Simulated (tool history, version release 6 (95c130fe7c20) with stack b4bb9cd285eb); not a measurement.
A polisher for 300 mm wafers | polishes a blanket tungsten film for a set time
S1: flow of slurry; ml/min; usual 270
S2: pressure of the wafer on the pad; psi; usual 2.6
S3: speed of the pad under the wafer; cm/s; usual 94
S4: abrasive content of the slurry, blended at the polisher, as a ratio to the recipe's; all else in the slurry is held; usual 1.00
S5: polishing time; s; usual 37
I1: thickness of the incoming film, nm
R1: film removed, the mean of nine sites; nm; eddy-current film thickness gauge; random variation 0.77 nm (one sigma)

{"run": 1, "day": 0.0, "S1": 270, "S2": 2.6, "S3": 94, "S4": 1.25, "S5": 37, "I1": 795.2, "R1": 111.7}
{"run": 2, "day": 0.608, "S1": 270, "S2": 2.6, "S3": 94, "S4": 1.25, "S5": 37, "I1": 782.4, "R1": 109.4}
{"day": 0.879, "done": "worn pad replaced by a new one"}
{"run": 3, "day": 1.192, "S1": 270, "S2": 2.6, "S3": 94, "S4": 1.0, "S5": 46, "I1": 787.2, "R1": 133.6}
{"run": 4, "day": 1.862, "S1": 250, "S2": 2.6, "S3": 94, "S4": 1.0, "S5": 37, "I1": 793.5, "R1": 105.2}
{"day": 2.383, "done": "head pressure recalibrated"}
{"run": 5, "day": 2.433, "S1": 250, "S2": 2.6, "S3": 94, "S4": 1.0, "S5": 37, "I1": 795.4, "R1": 105.0}
{"run": 6, "day": 3.008, "S1": 250, "S2": 2.6, "S3": 94, "S4": 1.0, "S5": 37, "I1": 790.0, "R1": 104.7}
{"run": 7, "day": 3.742, "S1": 270, "S2": 2.6, "S3": 94, "S4": 1.0, "S5": 28, "I1": 799.2, "R1": 78.6}
{"day": 4.171, "done": "slurry tank refilled with fresh slurry and peroxide"}
{"day": 4.354, "done": "worn pad replaced by a new one"}
{"run": 8, "day": 4.375, "S1": 320, "S2": 2.6, "S3": 82, "S4": 0.7, "S5": 24, "I1": 805.9, "R1": 57.2}
{"run": 9, "day": 4.621, "S1": 250, "S2": 2.6, "S3": 94, "S4": 1.0, "S5": 37, "I1": 786.4, "R1": 107.3}
{"day": 4.688, "done": "slurry nozzle cleaned"}
{"day": 4.929, "done": "slurry blender recalibrated"}
{"run": 10, "day": 5.192, "S1": 270, "S2": 2.6, "S3": 104, "S4": 1.0, "S5": 46, "I1": 777.4, "R1": 144.7}
{"run": 11, "day": 5.658, "S1": 270, "S2": 2.6, "S3": 94, "S4": 1.0, "S5": 44, "I1": 788.0, "R1": 127.7}
{"run": 12, "day": 6.358, "S1": 270, "S2": 2.6, "S3": 94, "S4": 1.0, "S5": 37, "I1": 790.0, "R1": 106.2}
{"run": 13, "day": 6.854, "S1": 355, "S2": 2.9, "S3": 94, "S4": 0.75, "S5": 41, "I1": 776.8, "R1": 121.0}
{"run": 14, "day": 7.471, "S1": 270, "S2": 2.6, "S3": 94, "S4": 1.0, "S5": 37, "I1": 789.8, "R1": 102.8}

Forecast each of these 5 alternatives for the next run:
{"run": "A", "day": 7.488, "S1": 270, "S2": 2.6, "S3": 94, "S4": 0.85, "S5": 37, "I1": 794.0, "R1": "?"}
{"run": "B", "day": 7.488, "S1": 330, "S2": 2.6, "S3": 66, "S4": 1.0, "S5": 37, "I1": 794.0, "R1": "?"}
{"run": "C", "day": 7.488, "S1": 270, "S2": 2.6, "S3": 120, "S4": 1.0, "S5": 42, "I1": 794.0, "R1": "?"}
{"run": "D", "day": 7.488, "S1": 200, "S2": 3.5, "S3": 94, "S4": 1.1, "S5": 37, "I1": 794.0, "R1": "?"}
{"run": "E", "day": 7.488, "S1": 270, "S2": 2.6, "S3": 70, "S4": 1.0, "S5": 34, "I1": 794.0, "R1": "?"}

run=A R1=98.6
run=B R1=80.4
run=C R1=143.5
run=D R1=137.9
run=E R1=75.7
Without the tool's hidden state the same runs would have given:
run=A R1=103.6
run=B R1=84.5
run=C R1=150.8
run=D R1=144.9
run=E R1=79.6
